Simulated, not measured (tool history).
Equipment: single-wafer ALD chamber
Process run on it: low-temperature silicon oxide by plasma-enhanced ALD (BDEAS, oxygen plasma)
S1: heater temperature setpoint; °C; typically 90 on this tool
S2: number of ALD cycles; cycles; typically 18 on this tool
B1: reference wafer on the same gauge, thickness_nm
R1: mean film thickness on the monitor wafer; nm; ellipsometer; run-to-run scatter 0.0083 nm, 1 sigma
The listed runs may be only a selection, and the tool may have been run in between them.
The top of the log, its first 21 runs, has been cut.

| run | hour | S1 | S2 | B1 | R1 |
|---|---|---|---|---|---|
| 22 | 926 | 77 | 19 | 2.965 | 2.927 |
| 23 | 965.7 | 103 | 19 | 2.961 | 2.722 |
| 24 | 1012.5 | 81 | 21 | 2.958 | 3.195 |
| 25 | 1070.9 | 90 | 18 | 2.958 | 2.677 |
| 26 | 1140 | 101 | 17 | 2.951 | 2.425 |
| 27 | 1192 | 86 | 20 | 2.947 | 2.986 |
| 28 | 1246.4 | 98 | 17 | 2.946 | 2.455 |
| 29 | 1380.7 | 90 | 18 | 2.933 | 2.66 |
| 30 | 1422.4 | 80 | 17 | 2.925 | 2.577 |
| 31 | 1486.1 | 90 | 18 | 2.919 | 2.627 |
| 32 | 1512.5 | 83 | 20 | 2.919 | 2.997 |

What if the next run were any one of these 3? Each begins from the tool's condition after run 32:
| A | 1512.9 | 95 | 18 | ? | ? |
| B | 1512.9 | 86 | 16 | ? | ? |
| C | 1512.9 | 102 | 15 | ? | ? |

| run | B1 | R1 |
|---|---|---|
| A | 2.918 | 2.588 |
| B | 2.918 | 2.365 |
| C | 2.918 | 2.111 |
Had the tool no hidden state, the same runs would have come out as:
| run | R1 |
|---|---|
| A | 2.624 |
| B | 2.398 |
| C | 2.141 |
